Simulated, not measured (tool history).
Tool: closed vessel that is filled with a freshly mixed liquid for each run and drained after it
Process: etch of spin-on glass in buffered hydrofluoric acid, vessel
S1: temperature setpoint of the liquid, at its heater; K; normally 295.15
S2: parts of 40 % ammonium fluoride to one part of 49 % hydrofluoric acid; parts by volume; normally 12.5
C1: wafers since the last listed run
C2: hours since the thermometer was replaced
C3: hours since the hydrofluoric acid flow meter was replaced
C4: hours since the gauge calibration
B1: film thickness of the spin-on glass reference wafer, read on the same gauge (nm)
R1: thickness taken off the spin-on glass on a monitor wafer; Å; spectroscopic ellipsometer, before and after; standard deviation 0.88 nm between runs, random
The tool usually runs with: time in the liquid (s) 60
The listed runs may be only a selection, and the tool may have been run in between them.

Run 1, hour 0.0: usual settings; C1 0; C2 1024.1; C3 103.3; C4 349.1; B1 150.02. Result: R1 1182.5 Å.
Run 2, hour 71.8: usual settings; C1 6284; C2 1095.9; C3 175.1; C4 420.9; B1 150.02. Result: R1 1191.0 Å.
Run 3, hour 120.1: usual settings; C1 4227; C2 1144.2; C3 223.4; C4 469.2; B1 149.99. Result: R1 1194.3 Å.
Run 4, hour 192.6: usual settings; C1 6345; C2 1216.7; C3 295.9; C4 541.7; B1 149.97. Result: R1 1189.2 Å.
Run 5, hour 272.3: usual settings; C1 6975; C2 1296.4; C3 375.6; C4 621.4; B1 149.96. Result: R1 1197.3 Å.
Run 6, hour 357.7: usual settings; C1 7474; C2 1381.8; C3 461.0; C4 706.8; B1 149.99. Result: R1 1217.3 Å.
Run 7, hour 454.1: usual settings; C1 8437; C2 1478.2; C3 557.4; C4 803.2; B1 150.02. Result: R1 1208.1 Å.
At hour 507.3: thermometer replaced.
Run 8, hour 720.4: usual settings but S1 296.65 K, time in the liquid (s) 40; C1 23219; C2 213.1; C3 823.7; C4 1069.5; B1 149.99. Result: R1 876.3 Å.
Run 9, hour 1009.6: usual settings but S1 296.65 K, time in the liquid (s) 40; C1 25311; C2 502.3; C3 1112.9; C4 1358.7; B1 149.98. Result: R1 891.8 Å.
Run 10, hour 1053.6: usual settings but S2 11.0 parts by volume; C1 3850; C2 546.3; C3 1156.9; C4 1402.7; B1 150.04. Result: R1 1399.0 Å.
Run 11, hour 1126.5: usual settings but S2 11.0 parts by volume; C1 6380; C2 619.2; C3 1229.8; C4 1475.6; B1 150.00. Result: R1 1405.5 Å.
Run 12, hour 1201.3: usual settings; C1 6546; C2 694.0; C3 1304.6; C4 1550.4; B1 150.00. Result: R1 1234.8 Å.
Run 13, hour 1272.6: usual settings; C1 6240; C2 765.3; C3 1375.9; C4 1621.7; B1 149.99. Result: R1 1256.7 Å.
Run 14, hour 1448.0: usual settings; C1 15351; C2 940.7; C3 1551.3; C4 1797.1; B1 150.02. Result: R1 1247.0 Å.
At hour 1455.2: gauge calibrated.
Run 15, hour 1537.6: usual settings; C1 7841; C2 1030.3; C3 1640.9; C4 82.4; B1 150.02. Result: R1 1253.9 Å.
Run 16, hour 1629.4: usual settings; C1 8034; C2 1122.1; C3 1732.7; C4 174.2; B1 149.99. Result: R1 1249.6 Å.
Run 17, hour 1682.3: usual settings; C1 4629; C2 1175.0; C3 1785.6; C4 227.1; B1 149.98. Result: R1 1267.4 Å.
Run 18, hour 1755.5: usual settings but S1 290.65 K, time in the liquid (s) 80; C1 6406; C2 1248.2; C3 1858.8; C4 300.3; B1 150.01. Result: R1 1324.8 Å.
Run 19, hour 1809.3: usual settings but S1 293.65 K, S2 15.0 parts by volume; C1 4708; C2 1302.0; C3 1912.6; C4 354.1; B1 150.01. Result: R1 966.7 Å.
Run 20, hour 1879.1: usual settings; C1 6108; C2 1371.8; C3 1982.4; C4 423.9; B1 149.99. Result: R1 1247.6 Å.
Run 21, hour 1929.9: usual settings but S2 14.0 parts by volume, time in the liquid (s) 45; C1 4446; C2 1422.6; C3 2033.2; C4 474.7; B1 149.98. Result: R1 854.2 Å.
Run 22, hour 2034.6: usual settings but S2 17.0 parts by volume; C1 9163; C2 1527.3; C3 2137.9; C4 579.4; B1 149.98. Result: R1 938.1 Å.
At hour 2044.4: thermometer replaced.
Run 23, hour 2111.4: usual settings but S1 292.65 K; C1 6634; C2 67.0; C3 2214.7; C4 656.2; B1 150.01. Result: R1 1109.6 Å.
At hour 2135.8: hydrofluoric acid flow meter replaced.
Run 24, hour 2199.7: usual settings but S1 297.15 K, S2 17.0 parts by volume; C1 7640; C2 155.3; C3 63.9; C4 744.5; B1 149.99. Result: R1 992.0 Å.
Run 25, hour 2294.9: usual settings but time in the liquid (s) 90; C1 8332; C2 250.5; C3 159.1; C4 839.7; B1 150.01. Result: R1 1808.7 Å.
Run 26, hour 2396.4: usual settings but S1 296.65 K, S2 11.0 parts by volume; C1 8883; C2 352.0; C3 260.6; C4 941.2; B1 149.99. Result: R1 1479.9 Å.
Run 27, hour 2470.5: usual settings but S1 296.65 K, time in the liquid (s) 90; C1 6485; C2 426.1; C3 334.7; C4 1015.3; B1 149.99. Result: R1 1973.6 Å.
Run 28, hour 2575.9: usual settings but time in the liquid (s) 30; C1 9224; C2 531.5; C3 440.1; C4 1120.7; B1 149.98. Result: R1 602.5 Å.
Run 29, hour 2649.9: usual settings but S1 300.15 K, S2 17.0 parts by volume, time in the liquid (s) 70; C1 6476; C2 605.5; C3 514.1; C4 1194.7; B1 150.00. Result: R1 1384.5 Å.
Run 30, hour 2688.4: usual settings but S1 290.15 K, S2 9.5 parts by volume, time in the liquid (s) 30; C1 3369; C2 644.0; C3 552.6; C4 1233.2; B1 149.99. Result: R1 581.0 Å.
Run 31, hour 2737.5: usual settings but S1 290.65 K; C1 4297; C2 693.1; C3 601.7; C4 1282.3; B1 150.01. Result: R1 945.7 Å.
Run 32, hour 2888.9: usual settings; C1 13250; C2 844.5; C3 753.1; C4 1433.7; B1 149.99. Result: R1 1211.2 Å.
Run 33, hour 2946.3: usual settings but time in the liquid (s) 80; C1 5023; C2 901.9; C3 810.5; C4 1491.1; B1 149.99. Result: R1 1657.0 Å.
Run 34, hour 3027.0: usual settings but S1 290.65 K, S2 8.5 parts by volume, time in the liquid (s) 40; C1 7062; C2 982.6; C3 891.2; C4 1571.8; B1 150.00. Result: R1 921.5 Å.

Hidden state, per run?
liquid colder than its thermometer reads (K): 0, the same for each run
gauge reads high (%): 0, the same for each run
H1: hydrofluoric acid flow above the setpoint (%)
run     H1
  1  0.433
  2  0.677
  3  0.842
  4   1.09
  5   1.36
  6   1.65
  7   1.98
  8   2.89
  9   3.87
 10   4.02
 11   4.27
 12   4.52
 13   4.77
 14   5.36
 15   5.67
 16   5.98
 17   6.16
 18   6.41
 19    6.6
 20   6.83
 21   7.01
 22   7.36
 23   7.62
 24   1.14
 25   1.46
 26   1.81
 27   2.06
 28   2.42
 29   2.67
 30    2.8
 31   2.97
 32   3.48
 33   3.68
 34   3.95
